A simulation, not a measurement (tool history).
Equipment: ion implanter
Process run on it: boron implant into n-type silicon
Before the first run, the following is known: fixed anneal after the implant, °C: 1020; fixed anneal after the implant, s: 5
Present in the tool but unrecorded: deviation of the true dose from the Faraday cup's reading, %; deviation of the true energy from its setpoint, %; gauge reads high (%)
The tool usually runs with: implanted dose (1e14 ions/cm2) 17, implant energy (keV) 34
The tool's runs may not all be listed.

run    hour  implanted dose (1e14 ions/cm2)  implant energy (keV)  wafers since the last listed run  hours since the last dose calibration  hours since the extraction supply was calibrated  hours since the gauge calibration  read-back reference wafer on the same gauge, sheet resistance  sheet resistance of the implanted and annealed layer (ohm/square)
  1       0                              17                  39.5                                 0                                  511.9                                            5064.5                              881.9                                                           84.7                                                              79.18
  2    98.1                              17                  39.5                              1617                                    610                                            5162.6                                980                                                           84.8                                                              79.16
  3   149.4                              17                  39.5                               845                                  661.3                                            5213.9                             1031.3                                                          84.81                                                              79.64
  4     193                              17                    34                               718                                  704.9                                            5257.5                             1074.9                                                          84.69                                                              80.75
      237.1  -- gauge calibrated
  5   274.5                           14.91                    26                              1343                                  786.4                                              5339                               37.4                                                           81.3                                                              86.65
        322  -- Faraday cup replaced and dose calibrated
  6   332.2                              17                    34                               819                                   10.2                                            5396.7                               95.1                                                          81.89                                                              77.53
  7   413.7                              17                    34                              1343                                   91.7                                            5478.2                              176.6                                                          82.39                                                              78.37
  8   457.1                              17                  27.5                               715                                  135.1                                            5521.6                                220                                                          82.63                                                               80.3
  9   562.7                              17                  27.5                              1740                                  240.7                                            5627.2                              325.6                                                           83.1                                                              80.49
 10   669.5                              17                    34                              1760                                  347.5                                              5734                              432.4                                                          83.39                                                               79.1
 11   766.7                              17                    34                              1602                                  444.7                                            5831.2                              529.6                                                          83.59                                                              78.82
 12   856.5                           18.07                    34                              1480                                  534.5                                              5921                              619.4                                                          83.79                                                              76.72
 13   942.1                           14.38                  44.5                              1411                                  620.1                                            6006.6                                705                                                          83.97                                                              88.96
 14    1030                           13.87                    39                              1448                                    708                                            6094.5                              792.9                                                          84.01                                                               92.2
     1082.2  -- extraction supply calibrated
     1094.7  -- gauge calibrated
 15  1122.9                           12.29                  29.5                              1399                                  800.9                                              40.7                               28.2                                                          81.13                                                              99.05
 16  1212.1                              17                    34                              1470                                  890.1                                             129.9                              117.4                                                          81.98                                                              77.91
     1253.4  -- Faraday cup replaced and dose calibrated
 17  1312.7                              17                    34                              1526                                   59.3                                             230.5                                218                                                          82.54                                                              78.73
 18  1355.5                              17                  25.5                               705                                  102.1                                             273.3                              260.8                                                          82.69                                                              81.12
 19  1457.2                           21.32                    40                              1676                                  203.8                                               375                              362.5                                                          83.15                                                              66.15
 20    1502                              17                    34                               738                                  248.6                                             419.8                              407.3                                                          83.22                                                              78.89
 21  1590.5                           19.82                    41                              1458                                  337.1                                             508.3                              495.8                                                          83.49                                                              69.69
 22  1657.2                              17                  45.5                              1099                                  403.8                                               575                              562.5                                                          83.51                                                              77.53
 23  1714.9                            13.3                  29.5                               951                                  461.5                                             632.7                              620.2                                                           83.8                                                              95.77
 24  1771.3                           14.47                    34                               929                                  517.9                                             689.1                              676.6                                                          83.81                                                              89.74
 25  1869.4                              17                    34                              1617                                    616                                             787.2                              774.7                                                          83.96                                                               79.8

For some of the steps in sheet resistance of the implanted and annealed layer (ohm/square) from one run to the next: how much would appear even if the tool had no hidden state, given the settings, what came in and random variation, and how much remains for the hidden state plus any gauge scatter that the measured result and the result without hidden state don't share?
Run 4 -> 5: implanted dose (1e14 ions/cm2) 17 -> 14.91, implant energy (keV) 34 -> 26, gauge calibrated. sheet resistance of the implanted and annealed layer (ohm/square) +5.9: hidden state -3.26, all else +9.16.
Run 14 -> 15: implanted dose (1e14 ions/cm2) 13.87 -> 12.29, implant energy (keV) 39 -> 29.5, extraction supply calibrated, gauge calibrated. sheet resistance of the implanted and annealed layer (ohm/square) +6.85: hidden state -3.1, all else +9.95.
Run 15 -> 16: implanted dose (1e14 ions/cm2) 12.29 -> 17, implant energy (keV) 29.5 -> 34. sheet resistance of the implanted and annealed layer (ohm/square) -21.14: hidden state +0.73, all else -21.87.
Run 22 -> 23: implanted dose (1e14 ions/cm2) 17 -> 13.3, implant energy (keV) 45.5 -> 29.5. sheet resistance of the implanted and annealed layer (ohm/square) +18.24: hidden state +0.59, all else +17.65.

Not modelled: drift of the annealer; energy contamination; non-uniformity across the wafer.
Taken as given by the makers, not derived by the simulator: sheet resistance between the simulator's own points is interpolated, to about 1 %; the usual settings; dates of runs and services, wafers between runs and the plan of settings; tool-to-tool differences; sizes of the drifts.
